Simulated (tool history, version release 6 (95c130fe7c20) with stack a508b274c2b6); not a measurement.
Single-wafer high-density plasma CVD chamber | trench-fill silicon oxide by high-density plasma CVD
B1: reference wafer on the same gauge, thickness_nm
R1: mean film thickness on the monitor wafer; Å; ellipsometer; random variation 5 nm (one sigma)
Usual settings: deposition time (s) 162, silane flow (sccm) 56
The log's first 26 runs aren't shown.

Run 27, hour 2280.2: usual settings but deposition time (s) 184, silane flow (sccm) 65; B1 1048.949. Result: R1 11763 Å.
Run 28, hour 2381.5: usual settings but deposition time (s) 137; B1 1048.761. Result: R1 7870.23 Å.
Run 29, hour 2488.2: usual settings; B1 1048.47. Result: R1 9424.85 Å.
At hour 2521.6: gauge calibrated.
At hour 2736.1: silane flow controller replaced.
Run 30, hour 2739.7: usual settings but deposition time (s) 184; B1 1047.464. Result: R1 11044.71 Å.
Run 31, hour 2816.7: usual settings but silane flow (sccm) 46; B1 1046.796. Result: R1 8493.46 Å.
Run 32, hour 2881.1: usual settings but deposition time (s) 131, silane flow (sccm) 45; B1 1047.457. Result: R1 6737.87 Å.
Run 33, hour 2953.3: usual settings but silane flow (sccm) 50; B1 1047.576. Result: R1 8956.86 Å.
Run 34, hour 3011.5: usual settings but deposition time (s) 178, silane flow (sccm) 50; B1 1047.965. Result: R1 9835.75 Å.
Run 35, hour 3103.9: usual settings but deposition time (s) 180, silane flow (sccm) 52; B1 1048.901. Result: R1 10187.26 Å.
Run 36, hour 3144.4: usual settings but silane flow (sccm) 67; B1 1047.3. Result: R1 10949.86 Å.
Run 37, hour 3185.6: usual settings; B1 1047.911. Result: R1 9547.62 Å.
Run 38, hour 3292.9: usual settings; B1 1048.432. Result: R1 9516.42 Å.
Run 39, hour 3338.2: usual settings but deposition time (s) 191; B1 1047.857. Result: R1 11245.58 Å.
Run 40, hour 3411.7: usual settings but deposition time (s) 171, silane flow (sccm) 61; B1 1048.299. Result: R1 10684.02 Å.
Run 41, hour 3465.5: usual settings but deposition time (s) 180; B1 1048.244. Result: R1 10609.43 Å.
Run 42, hour 3561.7: usual settings; B1 1047.243. Result: R1 9565.1 Å.
Run 43, hour 3636.8: usual settings but deposition time (s) 148, silane flow (sccm) 46; B1 1047.704. Result: R1 7674.32 Å.
Run 44, hour 3707: usual settings; B1 1047.004. Result: R1 9571.26 Å.

4 ways to go on from here, each from the tool as it stands after run 44. What would each give?
Run A, hour 3707.4: usual settings but deposition time (s) 189; B1 ?. Result: R1 ?.
Run B, hour 3707.4: usual settings but deposition time (s) 142, silane flow (sccm) 67; B1 ?. Result: R1 ?.
Run C, hour 3707.4: usual settings but deposition time (s) 190, silane flow (sccm) 45; B1 ?. Result: R1 ?.
Run D, hour 3707.4: usual settings but deposition time (s) 190, silane flow (sccm) 60; B1 ?. Result: R1 ?.

run        B1        R1
  A  1048.067  11126.41
  B  1048.067   9490.69
  C  1048.067   9671.75
  D  1048.067  11735.65
Without the tool's hidden state the same runs would have given:
run        R1
  A  11260.47
  B   9605.04
  C   9788.28
  D  11877.05

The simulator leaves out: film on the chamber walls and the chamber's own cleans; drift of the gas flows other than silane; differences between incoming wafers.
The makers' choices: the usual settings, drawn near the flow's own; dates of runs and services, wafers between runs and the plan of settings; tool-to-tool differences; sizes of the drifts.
